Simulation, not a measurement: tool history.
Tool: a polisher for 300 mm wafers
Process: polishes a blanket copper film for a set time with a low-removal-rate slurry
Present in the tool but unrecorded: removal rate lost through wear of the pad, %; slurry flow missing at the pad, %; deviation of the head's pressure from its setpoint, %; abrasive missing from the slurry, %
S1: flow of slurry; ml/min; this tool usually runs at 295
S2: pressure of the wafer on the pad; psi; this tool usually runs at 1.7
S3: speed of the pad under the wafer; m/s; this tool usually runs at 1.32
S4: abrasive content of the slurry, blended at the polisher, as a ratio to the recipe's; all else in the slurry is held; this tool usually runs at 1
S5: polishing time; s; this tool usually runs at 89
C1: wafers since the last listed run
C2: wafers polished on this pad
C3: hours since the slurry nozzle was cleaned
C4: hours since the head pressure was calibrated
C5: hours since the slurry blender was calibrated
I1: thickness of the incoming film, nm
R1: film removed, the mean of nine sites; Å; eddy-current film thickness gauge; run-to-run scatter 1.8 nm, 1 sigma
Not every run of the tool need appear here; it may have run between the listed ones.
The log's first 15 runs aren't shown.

{"run": 16, "hour": 443.2, "S1": 295, "S2": 1.7, "S3": 1.32, "S4": 1, "S5": 89, "C1": 321, "C2": 898, "C3": 193.3, "C4": 108.2, "C5": 191.9, "I1": 594.8, "R1": 1979}
{"run": 17, "hour": 456.6, "S1": 380, "S2": 1.7, "S3": 1.32, "S4": 0.7, "S5": 89, "C1": 131, "C2": 1029, "C3": 206.7, "C4": 121.6, "C5": 205.3, "I1": 613.1, "R1": 1923}
{"run": 18, "hour": 481.6, "S1": 295, "S2": 1.7, "S3": 1.32, "S4": 1, "S5": 89, "C1": 244, "C2": 1274, "C3": 231.7, "C4": 146.6, "C5": 230.3, "I1": 595, "R1": 1963}
{"run": 19, "hour": 494.1, "S1": 385, "S2": 1.4, "S3": 1.32, "S4": 1.1, "S5": 70, "C1": 122, "C2": 1396, "C3": 244.2, "C4": 159.1, "C5": 242.8, "I1": 597.6, "R1": 1363}
{"run": 20, "hour": 517.7, "S1": 295, "S2": 1.7, "S3": 1.32, "S4": 1, "S5": 89, "C1": 231, "C2": 1628, "C3": 267.8, "C4": 182.7, "C5": 266.4, "I1": 606.1, "R1": 1954}
{"hour": 551.7, "done": "worn pad replaced by a new one"}
{"hour": 553.5, "done": "slurry blender recalibrated"}
{"run": 21, "hour": 554.0, "S1": 295, "S2": 1.7, "S3": 1.02, "S4": 1, "S5": 89, "C1": 298, "C2": 4, "C3": 304.1, "C4": 219, "C5": 0.5, "I1": 604.1, "R1": 1718}
{"hour": 579.7, "done": "slurry nozzle cleaned"}
{"run": 22, "hour": 591.4, "S1": 295, "S2": 1.7, "S3": 1.32, "S4": 0.8, "S5": 71, "C1": 356, "C2": 361, "C3": 11.7, "C4": 256.4, "C5": 37.9, "I1": 597.9, "R1": 1607}
{"run": 23, "hour": 610.4, "S1": 350, "S2": 1.5, "S3": 1.32, "S4": 1, "S5": 75, "C1": 186, "C2": 547, "C3": 30.7, "C4": 275.4, "C5": 56.9, "I1": 598, "R1": 1591}
{"run": 24, "hour": 623.0, "S1": 230, "S2": 1.7, "S3": 1.32, "S4": 0.7, "S5": 89, "C1": 123, "C2": 671, "C3": 43.3, "C4": 288, "C5": 69.5, "I1": 594.7, "R1": 1877}
{"run": 25, "hour": 651.5, "S1": 295, "S2": 1.7, "S3": 1.32, "S4": 1, "S5": 89, "C1": 279, "C2": 950, "C3": 71.8, "C4": 316.5, "C5": 98, "I1": 598.4, "R1": 2003}
{"run": 26, "hour": 672.0, "S1": 295, "S2": 2.3, "S3": 1.32, "S4": 0.75, "S5": 79, "C1": 200, "C2": 1151, "C3": 92.3, "C4": 337, "C5": 118.5, "I1": 599.2, "R1": 2202}
{"run": 27, "hour": 706.2, "S1": 245, "S2": 2.1, "S3": 1.32, "S4": 1, "S5": 89, "C1": 335, "C2": 1486, "C3": 126.5, "C4": 371.2, "C5": 152.7, "I1": 603.5, "R1": 2327}
{"run": 28, "hour": 734.6, "S1": 295, "S2": 1.7, "S3": 1.32, "S4": 1, "S5": 89, "C1": 278, "C2": 1764, "C3": 154.9, "C4": 399.6, "C5": 181.1, "I1": 602.7, "R1": 1967}
{"run": 29, "hour": 766.6, "S1": 295, "S2": 1.7, "S3": 1.68, "S4": 1.1, "S5": 89, "C1": 313, "C2": 2078, "C3": 186.9, "C4": 431.6, "C5": 213.1, "I1": 610.5, "R1": 2503}
{"run": 30, "hour": 801.3, "S1": 295, "S2": 1.7, "S3": 1.44, "S4": 1, "S5": 89, "C1": 340, "C2": 2418, "C3": 221.6, "C4": 466.3, "C5": 247.8, "I1": 597.8, "R1": 2122}

Below are 4 alternative next runs, each starting from the tool's condition after run 30. Predict each:
{"run": "A", "hour": 801.7, "S1": 295, "S2": 1.7, "S3": 1.32, "S4": 1, "S5": 89, "C1": 3, "C2": 2422, "C3": 222, "C4": 466.7, "C5": 248.2, "I1": 610.7, "R1": "?"}
{"run": "B", "hour": 801.7, "S1": 250, "S2": 2, "S3": 1.32, "S4": 1.2, "S5": 89, "C1": 3, "C2": 2422, "C3": 222, "C4": 466.7, "C5": 248.2, "I1": 610.7, "R1": "?"}
{"run": "C", "hour": 801.7, "S1": 295, "S2": 1.3, "S3": 1.18, "S4": 1, "S5": 89, "C1": 3, "C2": 2422, "C3": 222, "C4": 466.7, "C5": 248.2, "I1": 610.7, "R1": "?"}
{"run": "D", "hour": 801.7, "S1": 200, "S2": 1.7, "S3": 1.32, "S4": 1, "S5": 89, "C1": 3, "C2": 2422, "C3": 222, "C4": 466.7, "C5": 248.2, "I1": 610.7, "R1": "?"}

run=A R1=1948
run=B R1=2273
run=C R1=1397
run=D R1=1854
Without the tool's unlogged condition, the same runs would have read:
run=A R1=2171
run=B R1=2536
run=C R1=1557
run=D R1=2067
